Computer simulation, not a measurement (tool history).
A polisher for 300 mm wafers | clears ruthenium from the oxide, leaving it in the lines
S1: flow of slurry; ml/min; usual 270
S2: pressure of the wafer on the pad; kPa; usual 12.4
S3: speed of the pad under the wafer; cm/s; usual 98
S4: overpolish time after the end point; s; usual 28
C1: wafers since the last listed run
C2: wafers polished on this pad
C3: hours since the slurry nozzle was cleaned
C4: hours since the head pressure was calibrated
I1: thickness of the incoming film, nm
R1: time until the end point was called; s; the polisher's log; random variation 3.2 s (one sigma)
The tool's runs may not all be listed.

| run | hour | S1 | S2 | S3 | S4 | C1 | C2 | C3 | C4 | I1 | R1 |
|---|---|---|---|---|---|---|---|---|---|---|---|
| 1 | 0 | 270 | 12.4 | 98 | 28 | 0 | 1215 | 176.7 | 406.1 | 154 | 177.2 |
|  | 6.4 | worn pad replaced by a new one |
|  | 47.8 | slurry nozzle cleaned |
| 2 | 53.7 | 270 | 12.4 | 108 | 28 | 213 | 202 | 5.9 | 459.8 | 154.8 | 155.6 |
| 3 | 67.7 | 270 | 12.4 | 98 | 28 | 61 | 264 | 19.9 | 473.8 | 154.3 | 167.4 |
| 4 | 76.1 | 270 | 12.4 | 98 | 28 | 36 | 300 | 28.3 | 482.2 | 155.6 | 169.5 |
| 5 | 88.9 | 270 | 12.4 | 98 | 28 | 56 | 357 | 41.1 | 495 | 157.4 | 177.2 |
| 6 | 95.1 | 245 | 12.4 | 98 | 41 | 27 | 384 | 47.3 | 501.2 | 155.1 | 176.1 |
| 7 | 105.8 | 270 | 12.4 | 98 | 28 | 46 | 431 | 58 | 511.9 | 157.8 | 176.1 |
| 8 | 118.5 | 250 | 15.2 | 98 | 28 | 55 | 486 | 70.7 | 524.6 | 155.9 | 149.7 |
| 9 | 127.7 | 270 | 12.4 | 98 | 28 | 40 | 526 | 79.9 | 533.8 | 154.3 | 171.2 |
| 10 | 157.3 | 270 | 12.4 | 98 | 28 | 129 | 656 | 109.5 | 563.4 | 155.1 | 182.3 |
| 11 | 209.8 | 270 | 12.4 | 98 | 28 | 229 | 886 | 162 | 615.9 | 154.2 | 182 |
| 12 | 221.6 | 270 | 12.4 | 98 | 28 | 51 | 938 | 173.8 | 627.7 | 157.3 | 178.4 |
| 13 | 238.3 | 270 | 12.4 | 98 | 28 | 73 | 1011 | 190.5 | 644.4 | 155 | 187.2 |
| 14 | 254 | 270 | 12.4 | 98 | 28 | 68 | 1079 | 206.2 | 660.1 | 155.3 | 184.4 |
| 15 | 271.2 | 270 | 11.7 | 98 | 28 | 75 | 1155 | 223.4 | 677.3 | 154.2 | 186.4 |
|  | 273.4 | slurry nozzle cleaned |
| 16 | 284.7 | 270 | 11.7 | 98 | 28 | 54 | 1209 | 11.3 | 690.8 | 152.9 | 192.1 |
| 17 | 300.8 | 270 | 15.9 | 110 | 41 | 70 | 1280 | 27.4 | 706.9 | 155.5 | 132.6 |
| 18 | 318.3 | 270 | 12.4 | 98 | 28 | 76 | 1357 | 44.9 | 724.4 | 155.1 | 191 |

The next listed run, before its measurement:
| 19 | 332 | 310 | 12.4 | 98 | 24 | 59 | 1417 | 58.6 | 738.1 | 155 | ? |

R1: 183.5 s
Without the tool's hidden state the same run would have given R1 160 s.

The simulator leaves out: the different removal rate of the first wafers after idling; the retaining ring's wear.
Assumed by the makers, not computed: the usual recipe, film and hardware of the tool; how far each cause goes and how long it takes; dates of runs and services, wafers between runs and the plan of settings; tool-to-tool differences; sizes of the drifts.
